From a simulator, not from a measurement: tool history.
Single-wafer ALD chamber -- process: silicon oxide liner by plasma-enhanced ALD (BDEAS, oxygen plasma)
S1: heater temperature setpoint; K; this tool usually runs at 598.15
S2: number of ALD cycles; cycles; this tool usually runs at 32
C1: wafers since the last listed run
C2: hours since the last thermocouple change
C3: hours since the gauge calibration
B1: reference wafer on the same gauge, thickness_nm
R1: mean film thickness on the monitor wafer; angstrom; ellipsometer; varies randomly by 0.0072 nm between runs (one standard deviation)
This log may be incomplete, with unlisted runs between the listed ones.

run,hour,S1,S2,C1,C2,C3,B1,R1
1,0,602.15,32,0,177.2,1151.5,2.561,28.58
2,39.5,602.15,32,485,216.7,1191,2.558,28.53
3,123.7,602.15,32,1034,300.9,1275.2,2.56,28.66
4,223.9,598.15,34,1230,401.1,1375.4,2.56,30.56
5,318.2,598.15,34,1158,495.4,1469.7,2.56,30.57
6,411.9,598.15,34,1151,589.1,1563.4,2.56,30.42
7,491,598.15,32,971,668.2,1642.5,2.56,28.62
8,527.3,598.15,32,445,704.5,1678.8,2.56,28.56
9,624,598.15,32,1187,801.2,1775.5,2.561,28.61
10,673.5,594.15,37,608,850.7,1825,2.561,33.07
11,719.8,589.15,34,568,897,1871.3,2.561,30.78
# hour 758.8: thermocouple changed; heater temperature recalibrated
12,798,598.15,28,862,39.2,1949.5,2.562,25.26
13,902.2,598.15,28,1279,143.4,2053.7,2.558,25.29
14,1064.8,598.15,32,1997,306,2216.3,2.56,28.8
15,1119.6,598.15,32,673,360.8,2271.1,2.562,28.84
16,1171,598.15,32,631,412.2,2322.5,2.56,28.88
17,1233.7,598.15,32,770,474.9,2385.2,2.56,28.73
18,1338.4,590.15,32,1286,579.6,2489.9,2.559,29.12
# hour 1354.9: gauge calibrated
19,1427.1,590.15,32,1089,668.3,72.2,2.561,29.16
20,1602.5,601.15,30,2154,843.7,247.6,2.56,26.73
21,1645,601.15,30,522,886.2,290.1,2.56,26.67
22,1700.5,605.15,32,681,941.7,345.6,2.56,28.19
23,1744.1,605.15,32,535,985.3,389.2,2.561,28.28
# hour 1753.1: thermocouple changed; heater temperature recalibrated
24,1824.8,605.15,28,893,71.7,469.9,2.56,24.94
25,1874.6,598.15,32,611,121.5,519.7,2.561,28.81
26,1962.3,598.15,32,1077,209.2,607.4,2.559,28.83
27,2069,587.15,26,1310,315.9,714.1,2.559,23.89
28,2160.4,604.15,36,1122,407.3,805.5,2.563,31.97
29,2242.1,598.15,32,1003,489,887.2,2.559,28.8
30,2355.2,598.15,38,1389,602.1,1000.3,2.56,33.95
31,2394.3,594.15,26,480,641.2,1039.4,2.56,23.42
32,2494.4,607.15,32,1229,741.3,1139.5,2.559,28.29
33,2544.3,598.15,32,612,791.2,1189.4,2.559,28.63
34,2617.6,594.15,30,900,864.5,1262.7,2.56,27.07
35,2672.9,587.15,37,679,919.8,1318,2.559,33.65
# hour 2695.2: thermocouple changed; heater temperature recalibrated
36,2712,598.15,29,382,16.8,1357.1,2.561,25.99
37,2796.1,598.15,32,1033,100.9,1441.2,2.559,28.83
38,2834.6,598.15,32,472,139.4,1479.7,2.561,28.86
39,2876.1,610.15,34,509,180.9,1521.2,2.563,30.1
40,2970.3,593.15,34,1157,275.1,1615.4,2.561,30.89
41,3020.8,598.15,32,620,325.6,1665.9,2.56,28.77
42,3101.6,608.15,32,992,406.4,1746.7,2.56,28.35
43,3204.9,612.15,37,1268,509.7,1850,2.56,32.52
44,3302.5,608.15,35,1198,607.3,1947.6,2.56,30.84
# hour 3325.8: gauge calibrated
45,3400.7,598.15,32,1206,705.5,74.9,2.561,28.81
46,3506.6,594.15,37,1300,811.4,180.8,2.561,33.28
# hour 3602.1: thermocouple changed; heater temperature recalibrated
47,3608.9,585.15,32,1158,6.8,283.1,2.561,29.49

Some steps in R1, run to run, broken into two amounts with sign: the step expected even without the hidden condition (settings, incoming material, random variation), and the rest, left for the hidden condition together with whatever gauge scatter is not in both the measured and the hidden-condition-free result:
Hidden conditions of the tool in this case: wafer temperature above the value expected at the setpoint (K); gauge reads high (%).
Run 11 -> 12: S1 589.15 -> 598.15, S2 34 -> 28, thermocouple changed; heater temperature recalibrated. R1 -5.52 angstrom: hidden state +0.34, all else -5.86.
Run 23 -> 24: S2 32 -> 28, thermocouple changed; heater temperature recalibrated. R1 -3.34 angstrom: hidden state +0.28, all else -3.62.
Run 27 -> 28: S1 587.15 -> 604.15, S2 26 -> 36. R1 +8.08 angstrom: hidden state -0.02, all else +8.1.
Run 30 -> 31: S1 598.15 -> 594.15, S2 38 -> 26. R1 -10.53 angstrom: hidden state +0.03, all else -10.56.
Run 35 -> 36: S1 587.15 -> 598.15, S2 37 -> 29, thermocouple changed; heater temperature recalibrated. R1 -7.66 angstrom: hidden state +0.29, all else -7.95.
